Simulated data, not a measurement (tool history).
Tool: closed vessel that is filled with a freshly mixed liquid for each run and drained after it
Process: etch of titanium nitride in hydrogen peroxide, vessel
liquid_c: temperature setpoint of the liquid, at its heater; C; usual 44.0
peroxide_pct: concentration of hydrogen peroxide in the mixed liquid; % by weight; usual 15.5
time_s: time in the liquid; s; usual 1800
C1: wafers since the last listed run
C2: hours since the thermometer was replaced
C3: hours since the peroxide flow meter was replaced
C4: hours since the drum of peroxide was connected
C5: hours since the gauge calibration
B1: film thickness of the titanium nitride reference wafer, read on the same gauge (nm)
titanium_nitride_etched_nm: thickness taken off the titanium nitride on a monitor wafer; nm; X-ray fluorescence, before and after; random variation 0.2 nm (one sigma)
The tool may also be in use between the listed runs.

Run 1, hour 0.0: usual settings but liquid_c 38.0 C; C1 0; C2 1559.1; C3 610.2; C4 330.1; C5 444.2; B1 70.00. Result: titanium_nitride_etched_nm 15.88 nm.
Run 2, hour 40.0: usual settings; C1 1025; C2 1599.1; C3 650.2; C4 370.1; C5 484.2; B1 70.02. Result: titanium_nitride_etched_nm 24.79 nm.
At hour 41.9: new drum of peroxide connected.
Run 3, hour 245.0: usual settings but time_s 2030 s; C1 5228; C2 1804.1; C3 855.2; C4 203.1; C5 689.2; B1 70.04. Result: titanium_nitride_etched_nm 28.12 nm.
Run 4, hour 277.6: usual settings but time_s 2030 s; C1 835; C2 1836.7; C3 887.8; C4 235.7; C5 721.8; B1 70.03. Result: titanium_nitride_etched_nm 28.34 nm.
Run 5, hour 324.0: usual settings but peroxide_pct 16.5 % by weight; C1 1189; C2 1883.1; C3 934.2; C4 282.1; C5 768.2; B1 70.03. Result: titanium_nitride_etched_nm 25.23 nm.
At hour 388.0: gauge calibrated.
Run 6, hour 390.2: usual settings but peroxide_pct 16.5 % by weight; C1 1696; C2 1949.3; C3 1000.4; C4 348.3; C5 2.2; B1 70.01. Result: titanium_nitride_etched_nm 25.44 nm.
At hour 408.9: new drum of peroxide connected.
Run 7, hour 450.5: usual settings but peroxide_pct 16.5 % by weight; C1 1519; C2 2009.6; C3 1060.7; C4 41.6; C5 62.5; B1 70.00. Result: titanium_nitride_etched_nm 25.45 nm.
Run 8, hour 515.4: usual settings; C1 1663; C2 2074.5; C3 1125.6; C4 106.5; C5 127.4; B1 69.99. Result: titanium_nitride_etched_nm 24.66 nm.
At hour 573.6: peroxide flow meter replaced.
Run 9, hour 574.1: usual settings; C1 1478; C2 2133.2; C3 0.5; C4 165.2; C5 186.1; B1 70.03. Result: titanium_nitride_etched_nm 24.76 nm.
Run 10, hour 618.1: usual settings but liquid_c 49.0 C, time_s 1090 s; C1 1127; C2 2177.2; C3 44.5; C4 209.2; C5 230.1; B1 70.01. Result: titanium_nitride_etched_nm 21.60 nm.
Run 11, hour 661.2: usual settings but liquid_c 49.0 C, time_s 1090 s; C1 1104; C2 2220.3; C3 87.6; C4 252.3; C5 273.2; B1 70.02. Result: titanium_nitride_etched_nm 21.57 nm.
At hour 720.8: thermometer replaced.
Run 12, hour 733.0: usual settings but liquid_c 37.0 C, peroxide_pct 19.5 % by weight, time_s 730 s; C1 1814; C2 12.2; C3 159.4; C4 324.1; C5 345.0; B1 69.98. Result: titanium_nitride_etched_nm 6.58 nm.
At hour 785.1: new drum of peroxide connected.
Run 13, hour 801.0: usual settings but peroxide_pct 17.0 % by weight; C1 1717; C2 80.2; C3 227.4; C4 15.9; C5 413.0; B1 70.01. Result: titanium_nitride_etched_nm 26.79 nm.
Run 14, hour 825.7: usual settings but peroxide_pct 12.0 % by weight; C1 633; C2 104.9; C3 252.1; C4 40.6; C5 437.7; B1 70.00. Result: titanium_nitride_etched_nm 24.82 nm.
Run 15, hour 878.3: usual settings but liquid_c 50.0 C, peroxide_pct 13.0 % by weight, time_s 2785 s; C1 1348; C2 157.5; C3 304.7; C4 93.2; C5 490.3; B1 70.00. Result: titanium_nitride_etched_nm 61.51 nm.
Run 16, hour 947.6: usual settings but time_s 2280 s; C1 1776; C2 226.8; C3 374.0; C4 162.5; C5 559.6; B1 69.99. Result: titanium_nitride_etched_nm 33.00 nm.
Run 17, hour 982.4: usual settings but liquid_c 49.0 C; C1 891; C2 261.6; C3 408.8; C4 197.3; C5 594.4; B1 69.98. Result: titanium_nitride_etched_nm 37.77 nm.
Run 18, hour 1054.5: usual settings but liquid_c 37.5 C, time_s 2650 s; C1 1847; C2 333.7; C3 480.9; C4 269.4; C5 666.5; B1 70.00. Result: titanium_nitride_etched_nm 23.23 nm.
At hour 1086.9: gauge calibrated.
Run 19, hour 1103.6: usual settings but liquid_c 38.0 C, peroxide_pct 17.0 % by weight, time_s 2120 s; C1 1258; C2 382.8; C3 530.0; C4 318.5; C5 16.7; B1 70.04. Result: titanium_nitride_etched_nm 19.72 nm.
Run 20, hour 1130.2: usual settings; C1 681; C2 409.4; C3 556.6; C4 345.1; C5 43.3; B1 70.01. Result: titanium_nitride_etched_nm 25.95 nm.
At hour 1195.8: new drum of peroxide connected.
Run 21, hour 1295.8: usual settings; C1 4218; C2 575.0; C3 722.2; C4 100.0; C5 208.9; B1 69.97. Result: titanium_nitride_etched_nm 25.88 nm.
Run 22, hour 1365.0: usual settings but liquid_c 49.0 C, peroxide_pct 17.5 % by weight, time_s 1520 s; C1 1773; C2 644.2; C3 791.4; C4 169.2; C5 278.1; B1 69.96. Result: titanium_nitride_etched_nm 32.33 nm.

Hidden state or all else? Some run-to-run changes of titanium_nitride_etched_nm, split into what the settings, what came in and random variation would give without the hidden state, and what is left for the hidden state (with any gauge scatter that isn't in both results):
The hidden state here: liquid colder than its thermometer reads (K); peroxide flow below the setpoint (%); peroxide weaker than its label (%); gauge reads high (%).
Run 11 -> 12: liquid_c 49.0 -> 37.0, peroxide_pct 15.5 -> 19.5, time_s 1090 -> 730, thermometer replaced. titanium_nitride_etched_nm -14.99 nm: hidden state +1.33, all else -16.32.
Run 14 -> 15: liquid_c 44.0 -> 50.0, peroxide_pct 12.0 -> 13.0, time_s 1800 -> 2785. titanium_nitride_etched_nm +36.69 nm: hidden state -0.45, all else +37.14.
Run 15 -> 16: liquid_c 50.0 -> 44.0, peroxide_pct 13.0 -> 15.5, time_s 2785 -> 2280. titanium_nitride_etched_nm -28.51 nm: hidden state +0.26, all else -28.77.
